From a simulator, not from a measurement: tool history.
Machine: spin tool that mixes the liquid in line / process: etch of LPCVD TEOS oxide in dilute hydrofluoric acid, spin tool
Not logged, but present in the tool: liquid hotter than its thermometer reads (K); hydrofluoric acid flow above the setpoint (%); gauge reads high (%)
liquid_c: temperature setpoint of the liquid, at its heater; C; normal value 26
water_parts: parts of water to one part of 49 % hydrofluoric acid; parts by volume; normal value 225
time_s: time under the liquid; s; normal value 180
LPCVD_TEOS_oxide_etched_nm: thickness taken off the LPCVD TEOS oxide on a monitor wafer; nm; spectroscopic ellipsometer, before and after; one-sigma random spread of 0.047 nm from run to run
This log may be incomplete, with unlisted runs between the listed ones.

| run | hour | liquid_c | water_parts | time_s | wafers since the last listed run | hours since the thermometer was replaced | hours since the hydrofluoric acid flow meter was replaced | hours since the gauge calibration | read-back film thickness of the LPCVD TEOS oxide reference wafer, read on the same gauge (nm) | LPCVD_TEOS_oxide_etched_nm |
|---|---|---|---|---|---|---|---|---|---|---|
| 1 | 0 | 22 | 225 | 180 | 0 | 2468.9 | 1401.2 | 765.2 | 30 | 13.38 |
| 2 | 16.3 | 26 | 225 | 180 | 155 | 2485.2 | 1417.5 | 781.5 | 30.01 | 15.42 |
| 3 | 37 | 26 | 200 | 130 | 197 | 2505.9 | 1438.2 | 802.2 | 30 | 12.85 |
| 4 | 67.3 | 22.5 | 225 | 255 | 289 | 2536.2 | 1468.5 | 832.5 | 29.99 | 19.26 |
| 5 | 94.8 | 22.5 | 225 | 255 | 262 | 2563.7 | 1496 | 860 | 29.99 | 19.31 |
| 6 | 108.8 | 22.5 | 225 | 255 | 133 | 2577.7 | 1510 | 874 | 30.02 | 19.33 |
| 7 | 137.2 | 26 | 170 | 180 | 270 | 2606.1 | 1538.4 | 902.4 | 29.99 | 21.99 |
| 8 | 165.9 | 26 | 170 | 180 | 273 | 2634.8 | 1567.1 | 931.1 | 30 | 21.91 |
| 9 | 186 | 26 | 170 | 180 | 191 | 2654.9 | 1587.2 | 951.2 | 30.02 | 21.88 |
| 10 | 200.4 | 26 | 225 | 180 | 137 | 2669.3 | 1601.6 | 965.6 | 30 | 15.53 |
| 11 | 223.3 | 26 | 225 | 180 | 218 | 2692.2 | 1624.5 | 988.5 | 30 | 15.42 |
| 12 | 243 | 29 | 155 | 215 | 187 | 2711.9 | 1644.2 | 1008.2 | 29.98 | 32.55 |
| 13 | 267 | 26 | 225 | 180 | 228 | 2735.9 | 1668.2 | 1032.2 | 30.01 | 15.53 |
| 14 | 291 | 26 | 225 | 180 | 228 | 2759.9 | 1692.2 | 1056.2 | 30.01 | 15.46 |
|  | 309.6 | gauge calibrated |
| 15 | 312 | 21.5 | 225 | 250 | 200 | 2780.9 | 1713.2 | 2.4 | 30.03 | 18.49 |
| 16 | 346.8 | 24 | 145 | 180 | 331 | 2815.7 | 1748 | 37.2 | 30.03 | 24.62 |
| 17 | 377.2 | 22.5 | 290 | 285 | 289 | 2846.1 | 1778.4 | 67.6 | 30.02 | 15.76 |
| 18 | 400.2 | 26 | 225 | 180 | 219 | 2869.1 | 1801.4 | 90.6 | 30.01 | 15.57 |
| 19 | 423.8 | 26 | 225 | 180 | 225 | 2892.7 | 1825 | 114.2 | 30 | 15.58 |
|  | 438.5 | thermometer replaced |
| 20 | 457.2 | 26 | 225 | 235 | 309 | 18.7 | 1858.4 | 147.6 | 29.98 | 18.96 |
| 21 | 481.8 | 28 | 170 | 210 | 234 | 43.3 | 1883 | 172.2 | 29.99 | 25.69 |
| 22 | 517.5 | 26 | 225 | 150 | 340 | 79 | 1918.7 | 207.9 | 30 | 12.09 |
| 23 | 539.9 | 23 | 305 | 220 | 213 | 101.4 | 1941.1 | 230.3 | 30 | 10.85 |
|  | 561 | hydrofluoric acid flow meter replaced |
| 24 | 574.2 | 23 | 225 | 235 | 317 | 135.7 | 13.2 | 264.6 | 30.01 | 17 |
| 25 | 605.3 | 24 | 305 | 130 | 296 | 166.8 | 44.3 | 295.7 | 30.01 | 6.65 |
| 26 | 638.9 | 26 | 275 | 290 | 320 | 200.4 | 77.9 | 329.3 | 30.01 | 18.14 |
| 27 | 674.9 | 23.5 | 265 | 100 | 343 | 236.4 | 113.9 | 365.3 | 30 | 5.98 |
| 28 | 696.9 | 26 | 225 | 180 | 209 | 258.4 | 135.9 | 387.3 | 30 | 14.54 |
| 29 | 720.4 | 26 | 225 | 180 | 224 | 281.9 | 159.4 | 410.8 | 30.01 | 14.59 |
| 30 | 739 | 24.5 | 225 | 180 | 177 | 300.5 | 178 | 429.4 | 30 | 13.8 |
| 31 | 773.1 | 26 | 295 | 140 | 325 | 334.6 | 212.1 | 463.5 | 30.01 | 7.98 |
| 32 | 795.2 | 26 | 310 | 235 | 210 | 356.7 | 234.2 | 485.6 | 30.02 | 12.59 |
| 33 | 828.5 | 26 | 225 | 120 | 317 | 390 | 267.5 | 518.9 | 30.02 | 9.71 |
| 34 | 858.8 | 26 | 120 | 95 | 289 | 420.3 | 297.8 | 549.2 | 29.99 | 16.38 |

Give the tool's hidden conditions for every run:
hydrofluoric acid flow above the setpoint (%): 0 across all the runs
gauge reads high (%): 0 across all the runs
H1: liquid hotter than its thermometer reads (K)
| run | H1 |
|---|---|
| 1 | 2.4 |
| 2 | 2.42 |
| 3 | 2.43 |
| 4 | 2.46 |
| 5 | 2.48 |
| 6 | 2.49 |
| 7 | 2.51 |
| 8 | 2.53 |
| 9 | 2.55 |
| 10 | 2.56 |
| 11 | 2.58 |
| 12 | 2.59 |
| 13 | 2.61 |
| 14 | 2.63 |
| 15 | 2.65 |
| 16 | 2.67 |
| 17 | 2.7 |
| 18 | 2.72 |
| 19 | 2.74 |
| 20 | 0.56 |
| 21 | 0.579 |
| 22 | 0.607 |
| 23 | 0.625 |
| 24 | 0.651 |
| 25 | 0.676 |
| 26 | 0.702 |
| 27 | 0.73 |
| 28 | 0.748 |
| 29 | 0.766 |
| 30 | 0.781 |
| 31 | 0.807 |
| 32 | 0.825 |
| 33 | 0.851 |
| 34 | 0.875 |
